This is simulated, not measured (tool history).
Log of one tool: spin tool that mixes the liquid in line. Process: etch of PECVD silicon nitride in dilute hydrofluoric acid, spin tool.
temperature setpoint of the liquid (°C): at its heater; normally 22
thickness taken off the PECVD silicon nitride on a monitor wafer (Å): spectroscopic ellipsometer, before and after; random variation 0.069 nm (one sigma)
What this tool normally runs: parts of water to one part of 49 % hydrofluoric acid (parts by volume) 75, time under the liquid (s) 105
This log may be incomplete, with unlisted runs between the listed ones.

run,hour,temperature setpoint of the liquid (°C),parts of water to one part of 49 % hydrofluoric acid (parts by volume),time under the liquid (s),wafers since the last listed run,hours since the thermometer was replaced,hours since the hydrofluoric acid flow meter was replaced,hours since the gauge calibration,"read-back film thickness of the PECVD silicon nitride reference wafer, read on the same gauge (nm)",thickness taken off the PECVD silicon nitride on a monitor wafer (Å)
1,0,23.5,75,105,0,753,612.9,417.4,89.98,76.6
2,23.9,23.5,75,105,234,776.9,636.8,441.3,90,76.6
3,50.1,23.5,75,105,256,803.1,663,467.5,89.98,76.8
4,79.7,22,75,105,290,832.7,692.6,497.1,90,69.3
5,106.1,22,75,105,258,859.1,719,523.5,90,68
6,138.1,22,75,70,313,891.1,751,555.5,89.99,45.5
7,168.3,22,75,105,296,921.3,781.2,585.7,90.01,68.8
8,198.2,22,75,105,293,951.2,811.1,615.6,90.06,68.2
9,228.9,26,75,105,300,981.9,841.8,646.3,89.99,91.3
10,249.2,22,65,105,199,1002.2,862.1,666.6,90.02,79.3
11,262.4,22,65,105,129,1015.4,875.3,679.8,89.98,78.6
12,288.9,22,75,105,259,1041.9,901.8,706.3,90.02,68.5
# hour 291.5: thermometer replaced
13,302.9,22,75,105,127,11.4,915.8,720.3,90.01,68.6
14,338.6,22,75,105,350,47.1,951.5,756,89.98,69.3
15,370.8,22,90,105,315,79.3,983.7,788.2,89.99,57.3
# hour 395.3: gauge calibrated
16,398.3,18.5,75,55,269,106.8,1011.2,3,90,28.3
# hour 407.2: hydrofluoric acid flow meter replaced
17,427.2,23.5,90,140,273,135.7,20,31.9,90.02,85.2
18,457.4,26,45,130,296,165.9,50.2,62.1,89.99,181
19,477.7,22,75,105,199,186.2,70.5,82.4,90.01,68.5
20,508.3,22,65,105,300,216.8,101.1,113,90.01,80.1
21,525.8,22,40,105,171,234.3,118.6,130.5,89.99,130.6
22,556.1,22,75,155,297,264.6,148.9,160.8,90.02,101.9
23,575.1,22,75,85,186,283.6,167.9,179.8,89.99,56.7
24,593.6,19.5,110,75,181,302.1,186.4,198.3,90.03,28.3
25,614.7,22,75,105,206,323.2,207.5,219.4,90.02,68.8
26,644.2,22,75,105,289,352.7,237,248.9,90,67.3
27,677.5,18,75,165,326,386,270.3,282.2,89.97,82.5
28,695.1,22,75,105,172,403.6,287.9,299.8,89.98,69
29,716.2,22,75,105,206,424.7,309,320.9,90.03,69.1

What differs in the tool's unlogged condition from the final listed run ahead of each entry between runs to the first listed run following it?
Between runs 12 and 13: thermometer replaced (hour 291.5)
  the hidden state is the same at both runs
Between runs 15 and 16: gauge calibrated (hour 395.3)
  the hidden state is the same at both runs
Between runs 16 and 17: hydrofluoric acid flow meter replaced (hour 407.2)
  the hidden state is the same at both runs
